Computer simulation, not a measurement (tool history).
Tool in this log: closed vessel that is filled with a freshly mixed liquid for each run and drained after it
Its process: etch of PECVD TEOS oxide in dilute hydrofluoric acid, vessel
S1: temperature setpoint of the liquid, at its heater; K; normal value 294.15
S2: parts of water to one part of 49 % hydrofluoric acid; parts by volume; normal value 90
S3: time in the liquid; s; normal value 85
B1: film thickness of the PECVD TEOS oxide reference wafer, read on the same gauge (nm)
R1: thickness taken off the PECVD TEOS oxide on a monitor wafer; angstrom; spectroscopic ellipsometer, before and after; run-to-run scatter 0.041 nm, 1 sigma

Run 1, day 0: usual settings; B1 79.99. Result: R1 73.6 angstrom.
Run 2, day 1.217: usual settings; B1 80.01. Result: R1 73.3 angstrom.
Run 3, day 4.479: usual settings; B1 80. Result: R1 72.7 angstrom.
Run 4, day 5.842: usual settings but S1 292.15 K; B1 80.02. Result: R1 66.9 angstrom.
Run 5, day 7.042: usual settings; B1 80. Result: R1 72 angstrom.
Run 6, day 8.188: usual settings but S2 125 parts by volume; B1 80.02. Result: R1 49.6 angstrom.
Run 7, day 8.788: usual settings but S2 125 parts by volume; B1 80.01. Result: R1 49.5 angstrom.
Run 8, day 9.858: usual settings but S2 125 parts by volume; B1 80.01. Result: R1 49.1 angstrom.
At day 10.179: hydrofluoric acid flow meter replaced.
Run 9, day 10.633: usual settings; B1 80. Result: R1 74.2 angstrom.
Run 10, day 11.688: usual settings but S1 296.65 K, S2 75 parts by volume, S3 115 s; B1 80. Result: R1 135.5 angstrom.
At day 12.171: thermometer replaced.
At day 12.425: gauge calibrated.
Run 11, day 13.175: usual settings; B1 80.01. Result: R1 74.5 angstrom.
Run 12, day 14.604: usual settings but S1 290.15 K, S3 110 s; B1 80.01. Result: R1 80.7 angstrom.
Run 13, day 15.471: usual settings but S2 75 parts by volume; B1 80.01. Result: R1 90.3 angstrom.
Run 14, day 16.492: usual settings; B1 79.99. Result: R1 73.3 angstrom.
Run 15, day 17.379: usual settings but S2 70 parts by volume; B1 80.03. Result: R1 96.1 angstrom.
Run 16, day 18.067: usual settings; B1 79.99. Result: R1 73.2 angstrom.
Run 17, day 19.429: usual settings but S1 298.15 K, S2 70 parts by volume; B1 79.98. Result: R1 113.6 angstrom.
Run 18, day 20.104: usual settings but S1 298.65 K, S2 120 parts by volume, S3 115 s; B1 80. Result: R1 85.2 angstrom.
Run 19, day 24.412: usual settings but S2 125 parts by volume; B1 80. Result: R1 49.8 angstrom.

4 ways to go on from here, each from the tool as it stands after run 19. What would each give?
Run A, day 24.442: usual settings but S3 120 s; B1 ?. Result: R1 ?.
Run B, day 24.442: usual settings but S1 298.15 K, S3 100 s; B1 ?. Result: R1 ?.
Run C, day 24.442: usual settings but S1 290.15 K, S2 105 parts by volume; B1 ?. Result: R1 ?.
Run D, day 24.442: usual settings but S1 290.65 K; B1 ?. Result: R1 ?.

run     B1     R1
  A  80.01  102.5
  B  80.01  100.3
  C  80.01   51.8
  D  80.01   62.8
With the hidden condition removed and each run's random variation left untouched, the same runs would have given:
run     R1
  A  106.5
  B  104.2
  C   53.9
  D   65.2

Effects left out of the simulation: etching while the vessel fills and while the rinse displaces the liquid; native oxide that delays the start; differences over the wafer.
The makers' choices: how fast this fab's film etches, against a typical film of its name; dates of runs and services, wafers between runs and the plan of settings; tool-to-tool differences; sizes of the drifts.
